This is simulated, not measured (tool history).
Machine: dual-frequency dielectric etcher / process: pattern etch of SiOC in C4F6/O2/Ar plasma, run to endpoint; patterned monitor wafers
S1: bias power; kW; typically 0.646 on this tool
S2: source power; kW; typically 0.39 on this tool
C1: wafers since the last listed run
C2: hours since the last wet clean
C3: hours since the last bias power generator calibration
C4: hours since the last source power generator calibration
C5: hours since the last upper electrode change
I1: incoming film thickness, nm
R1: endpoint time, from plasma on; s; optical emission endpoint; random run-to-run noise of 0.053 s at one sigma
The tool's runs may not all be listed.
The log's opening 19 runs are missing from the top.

{"run": 20, "hour": 1003.3, "S1": 0.721, "S2": 0.32, "C1": 994, "C2": 203.1, "C3": 534.7, "C4": 3210.3, "C5": 550.4, "I1": 48.44, "R1": 17.3}
{"run": 21, "hour": 1124.4, "S1": 0.566, "S2": 0.43, "C1": 1705, "C2": 324.2, "C3": 655.8, "C4": 3331.4, "C5": 671.5, "I1": 48.13, "R1": 16.7}
{"run": 22, "hour": 1166.6, "S1": 0.646, "S2": 0.39, "C1": 594, "C2": 366.4, "C3": 698, "C4": 3373.6, "C5": 713.7, "I1": 48.81, "R1": 16.8}
{"run": 23, "hour": 1220.0, "S1": 0.788, "S2": 0.33, "C1": 752, "C2": 419.8, "C3": 751.4, "C4": 3427, "C5": 767.1, "I1": 49.18, "R1": 16.9}
{"run": 24, "hour": 1277.2, "S1": 0.544, "S2": 0.3, "C1": 805, "C2": 477, "C3": 808.6, "C4": 3484.2, "C5": 824.3, "I1": 48.39, "R1": 20.7}
{"hour": 1290.8, "done": "source power generator calibrated"}
{"run": 25, "hour": 1313.5, "S1": 0.501, "S2": 0.43, "C1": 454, "C2": 513.3, "C3": 844.9, "C4": 22.7, "C5": 860.6, "I1": 48.85, "R1": 18}
{"hour": 1350.9, "done": "wet clean of the chamber"}
{"run": 26, "hour": 1351.4, "S1": 0.646, "S2": 0.46, "C1": 195, "C2": 0.5, "C3": 882.8, "C4": 60.6, "C5": 898.5, "I1": 48.39, "R1": 15}
{"run": 27, "hour": 1404.3, "S1": 0.576, "S2": 0.36, "C1": 745, "C2": 53.4, "C3": 935.7, "C4": 113.5, "C5": 951.4, "I1": 48.41, "R1": 17.9}
{"run": 28, "hour": 1436.8, "S1": 0.514, "S2": 0.46, "C1": 457, "C2": 85.9, "C3": 968.2, "C4": 146, "C5": 983.9, "I1": 48.05, "R1": 16.6}
{"run": 29, "hour": 1505.7, "S1": 0.727, "S2": 0.42, "C1": 970, "C2": 154.8, "C3": 1037.1, "C4": 214.9, "C5": 1052.8, "I1": 49.07, "R1": 15.3}
{"run": 30, "hour": 1572.5, "S1": 0.743, "S2": 0.44, "C1": 940, "C2": 221.6, "C3": 1103.9, "C4": 281.7, "C5": 1119.6, "I1": 48.51, "R1": 14.7}
{"run": 31, "hour": 1632.9, "S1": 0.49, "S2": 0.49, "C1": 850, "C2": 282, "C3": 1164.3, "C4": 342.1, "C5": 1180, "I1": 49.15, "R1": 16.9}
{"run": 32, "hour": 1679.4, "S1": 0.646, "S2": 0.39, "C1": 654, "C2": 328.5, "C3": 1210.8, "C4": 388.6, "C5": 1226.5, "I1": 48.29, "R1": 16.6}
{"run": 33, "hour": 1727.1, "S1": 0.501, "S2": 0.42, "C1": 671, "C2": 376.2, "C3": 1258.5, "C4": 436.3, "C5": 1274.2, "I1": 48.45, "R1": 17.9}
{"run": 34, "hour": 1797.4, "S1": 0.646, "S2": 0.39, "C1": 990, "C2": 446.5, "C3": 1328.8, "C4": 506.6, "C5": 1344.5, "I1": 48.77, "R1": 17}
{"run": 35, "hour": 1843.3, "S1": 0.692, "S2": 0.36, "C1": 646, "C2": 492.4, "C3": 1374.7, "C4": 552.5, "C5": 1390.4, "I1": 48.99, "R1": 17.1}

Here are 4 independent what-if runs from the current tool condition. What would each one return?
{"run": "A", "hour": 1843.7, "S1": 0.598, "S2": 0.39, "C1": 5, "C2": 492.8, "C3": 1375.1, "C4": 552.9, "C5": 1390.8, "I1": 48.77, "R1": "?"}
{"run": "B", "hour": 1843.7, "S1": 0.558, "S2": 0.36, "C1": 5, "C2": 492.8, "C3": 1375.1, "C4": 552.9, "C5": 1390.8, "I1": 48.77, "R1": "?"}
{"run": "C", "hour": 1843.7, "S1": 0.574, "S2": 0.32, "C1": 5, "C2": 492.8, "C3": 1375.1, "C4": 552.9, "C5": 1390.8, "I1": 48.77, "R1": "?"}
{"run": "D", "hour": 1843.7, "S1": 0.717, "S2": 0.39, "C1": 5, "C2": 492.8, "C3": 1375.1, "C4": 552.9, "C5": 1390.8, "I1": 48.77, "R1": "?"}

run=A R1=17.5
run=B R1=18.8
run=C R1=19.7
run=D R1=16.2
What these runs would have given with no unlogged condition in the tool:
run=A R1=17
run=B R1=18.2
run=C R1=19.1
run=D R1=15.7

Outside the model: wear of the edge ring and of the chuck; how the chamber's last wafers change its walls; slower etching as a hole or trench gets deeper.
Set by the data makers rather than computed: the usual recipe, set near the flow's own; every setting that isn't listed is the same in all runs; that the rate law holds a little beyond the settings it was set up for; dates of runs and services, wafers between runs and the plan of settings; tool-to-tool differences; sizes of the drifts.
